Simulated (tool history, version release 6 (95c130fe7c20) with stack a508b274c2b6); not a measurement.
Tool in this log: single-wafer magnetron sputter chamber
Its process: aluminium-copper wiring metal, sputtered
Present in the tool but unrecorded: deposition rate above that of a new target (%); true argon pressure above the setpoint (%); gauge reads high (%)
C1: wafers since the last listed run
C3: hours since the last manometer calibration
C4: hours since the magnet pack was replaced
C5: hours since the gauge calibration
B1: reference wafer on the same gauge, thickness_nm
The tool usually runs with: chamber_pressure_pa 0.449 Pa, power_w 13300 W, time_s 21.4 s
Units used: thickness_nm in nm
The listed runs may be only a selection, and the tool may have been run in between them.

run 1 hour=0 | chamber_pressure_pa=0.449 power_w=13300 time_s=21.4 | C1=0 wafers_on_the_sputter_target=757 C3=1024.4 C4=8382 C5=37.8 | B1=426.593 | thickness_nm=425.499
run 2 hour=15.4 | chamber_pressure_pa=0.449 power_w=13300 time_s=21.4 | C1=287 wafers_on_the_sputter_target=1045 C3=1039.8 C4=8397.4 C5=53.2 | B1=426.811 | thickness_nm=425.948
run 3 hour=26.3 | chamber_pressure_pa=0.449 power_w=13300 time_s=21.4 | C1=203 wafers_on_the_sputter_target=1249 C3=1050.7 C4=8408.3 C5=64.1 | B1=427.207 | thickness_nm=428.735
run 4 hour=32.3 | chamber_pressure_pa=0.449 power_w=13300 time_s=21.4 | C1=112 wafers_on_the_sputter_target=1361 C3=1056.7 C4=8414.3 C5=70.1 | B1=427.029 | thickness_nm=426.49
run 5 hour=42.4 | chamber_pressure_pa=0.449 power_w=13300 time_s=21.4 | C1=188 wafers_on_the_sputter_target=1550 C3=1066.8 C4=8424.4 C5=80.2 | B1=426.949 | thickness_nm=426.663
run 6 hour=57.6 | chamber_pressure_pa=0.449 power_w=13300 time_s=24.1 | C1=284 wafers_on_the_sputter_target=1834 C3=1082 C4=8439.6 C5=95.4 | B1=427.116 | thickness_nm=483.187
run 7 hour=86.2 | chamber_pressure_pa=0.449 power_w=13300 time_s=24.1 | C1=534 wafers_on_the_sputter_target=2369 C3=1110.6 C4=8468.2 C5=124 | B1=426.653 | thickness_nm=480.598
run 8 hour=96.8 | chamber_pressure_pa=0.449 power_w=13300 time_s=21.4 | C1=198 wafers_on_the_sputter_target=2567 C3=1121.2 C4=8478.8 C5=134.6 | B1=426.882 | thickness_nm=427.115
run 9 hour=105.8 | chamber_pressure_pa=0.449 power_w=13300 time_s=21.4 | C1=168 wafers_on_the_sputter_target=2735 C3=1130.2 C4=8487.8 C5=143.6 | B1=426.856 | thickness_nm=427.896
-- hour=116 capacitance manometer re-zeroed and calibrated
run 10 hour=116.5 | chamber_pressure_pa=0.449 power_w=13300 time_s=21.4 | C1=50 wafers_on_the_sputter_target=2786 C3=0.5 C4=8498.5 C5=154.3 | B1=426.772 | thickness_nm=411.616
run 11 hour=121.3 | chamber_pressure_pa=0.396 power_w=11000 time_s=24.1 | C1=89 wafers_on_the_sputter_target=2875 C3=5.3 C4=8503.3 C5=159.1 | B1=427.068 | thickness_nm=435.013
run 12 hour=132.3 | chamber_pressure_pa=0.449 power_w=16450 time_s=22.9 | C1=205 wafers_on_the_sputter_target=3081 C3=16.3 C4=8514.3 C5=170.1 | B1=427.195 | thickness_nm=497.324
run 13 hour=149.4 | chamber_pressure_pa=0.308 power_w=13300 time_s=21.4 | C1=319 wafers_on_the_sputter_target=3401 C3=33.4 C4=8531.4 C5=187.2 | B1=426.669 | thickness_nm=444.708
-- hour=167.5 sputter target and shields replaced
-- hour=174.1 magnet pack replaced, of another model than before
run 14 hour=174.6 | chamber_pressure_pa=0.384 power_w=13300 time_s=21.4 | C1=197 wafers_on_the_sputter_target=8 C3=58.6 C4=0.5 C5=212.4 | B1=426.852 | thickness_nm=438.009
run 15 hour=174.9 | chamber_pressure_pa=0.449 power_w=13300 time_s=21.4 | C1=5 wafers_on_the_sputter_target=14 C3=58.9 C4=0.8 C5=212.7 | B1=426.74 | thickness_nm=411.777
-- hour=176.7 gauge calibrated
run 16 hour=178.3 | chamber_pressure_pa=0.449 power_w=13300 time_s=21.4 | C1=63 wafers_on_the_sputter_target=77 C3=62.3 C4=4.2 C5=1.6 | B1=426.883 | thickness_nm=413.115
run 17 hour=186 | chamber_pressure_pa=0.349 power_w=13300 time_s=21.4 | C1=143 wafers_on_the_sputter_target=221 C3=70 C4=11.9 C5=9.3 | B1=426.98 | thickness_nm=452.155
run 18 hour=193.1 | chamber_pressure_pa=0.449 power_w=13300 time_s=21.4 | C1=132 wafers_on_the_sputter_target=354 C3=77.1 C4=19 C5=16.4 | B1=427.241 | thickness_nm=414.318
run 19 hour=208.1 | chamber_pressure_pa=0.449 power_w=13300 time_s=21.4 | C1=280 wafers_on_the_sputter_target=635 C3=92.1 C4=34 C5=31.4 | B1=426.786 | thickness_nm=414.882
run 20 hour=222.7 | chamber_pressure_pa=0.449 power_w=11350 time_s=21.4 | C1=272 wafers_on_the_sputter_target=908 C3=106.7 C4=48.6 C5=46 | B1=426.767 | thickness_nm=381.743
run 21 hour=238.3 | chamber_pressure_pa=0.306 power_w=11150 time_s=17.5 | C1=291 wafers_on_the_sputter_target=1199 C3=122.3 C4=64.2 C5=61.6 | B1=427.181 | thickness_nm=351.018

How would selected steps in thickness_nm from run to run divide? Give the signed amount a tool lacking its hidden state would still show from settings, what came in and random variation, and the signed amount left for the hidden state, including any gauge scatter that is not in both of the compared results.
Run 5 -> 6: time_s 21.4 -> 24.1. thickness_nm +56.524 nm: hidden state +1.945, all else +54.579.
Run 9 -> 10: capacitance manometer re-zeroed and calibrated. thickness_nm -16.28 nm: hidden state -14.944, all else -1.336.
Run 11 -> 12: chamber_pressure_pa 0.396 -> 0.449, power_w 11000 -> 16450, time_s 24.1 -> 22.9. thickness_nm +62.311 nm: hidden state -0.1, all else +62.411.
